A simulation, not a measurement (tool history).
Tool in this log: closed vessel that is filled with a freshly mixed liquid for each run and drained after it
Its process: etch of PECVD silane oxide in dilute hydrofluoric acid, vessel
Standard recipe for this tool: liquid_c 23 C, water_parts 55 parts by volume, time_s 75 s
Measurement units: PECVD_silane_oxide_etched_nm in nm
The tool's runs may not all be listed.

run	hour	liquid_c	water_parts	time_s	read-back film thickness of the PECVD silane oxide reference wafer, read on the same gauge (nm)	PECVD_silane_oxide_etched_nm
1	0	24.5	55	75	130	61.4
2	31.7	23	55	75	129.99	57.58
3	44.2	23	55	75	130.01	57.74
4	67.5	23	55	75	130	57.46
5	86.5	26.5	55	75	129.99	67.37
6	105.5	26.5	55	75	130	67.24
# hour 115.5: gauge calibrated
7	137.9	26.5	55	75	129.98	66.93
8	157.9	23	55	75	129.99	58.13
9	207.2	23	35	75	130.01	92.47
10	237.2	21	45	85	129.98	74.27
# hour 260.3: thermometer replaced
11	260.8	21.5	70	100	130	53.52
12	289.5	23	55	40	129.99	29.63
13	307	23	65	75	129.99	46.9
14	329.9	23	55	75	129.99	55.31
15	363.2	23	40	35	129.99	36
16	391.4	24.5	55	115	129.98	90.62
17	420.8	26.5	55	75	130.02	63.94
18	434	23	55	75	130	54.98
# hour 455.6: hydrofluoric acid flow meter replaced
19	469	23	55	75	130.01	54.37
20	490	28	65	100	129.99	75.19
# hour 492.8: thermometer replaced, repeated, since the last time left the tool worse
21	517.8	23	55	75	130.03	61.48
22	533.7	20.5	55	75	130.01	55.1
23	558.4	23	45	95	130.01	95.92
24	576.8	26	25	60	130	127.91
25	608.6	26	55	90	130.03	83.6
26	631	27.5	70	50	130.01	38.01
27	665	23	55	75	130.03	61.36
28	692.6	23	55	75	130.01	61.29
29	708.4	26	80	55	129.99	33.55
30	746.8	19	40	55	129.99	53.36
31	771.1	21.5	55	95	130.01	72.92
32	790.3	23	70	75	130	46.9
33	820.3	23	75	110	129.99	63.66

Below are 4 alternative next runs, each starting from the tool's condition after run 33. Predict each:
A	821	23	75	75	?	?
B	821	23	75	95	?	?
C	821	18.5	40	95	?	?
D	821	26.5	85	75	?	?

run	read-back film thickness of the PECVD silane oxide reference wafer, read on the same gauge (nm)	PECVD_silane_oxide_etched_nm
A	129.97	43.25
B	129.97	54.78
C	129.97	88.62
D	129.97	43.35
Take away the tool's hidden state, keep each run's random variation, and the runs would have read:
run	PECVD_silane_oxide_etched_nm
A	43.94
B	55.66
C	90.13
D	44.02
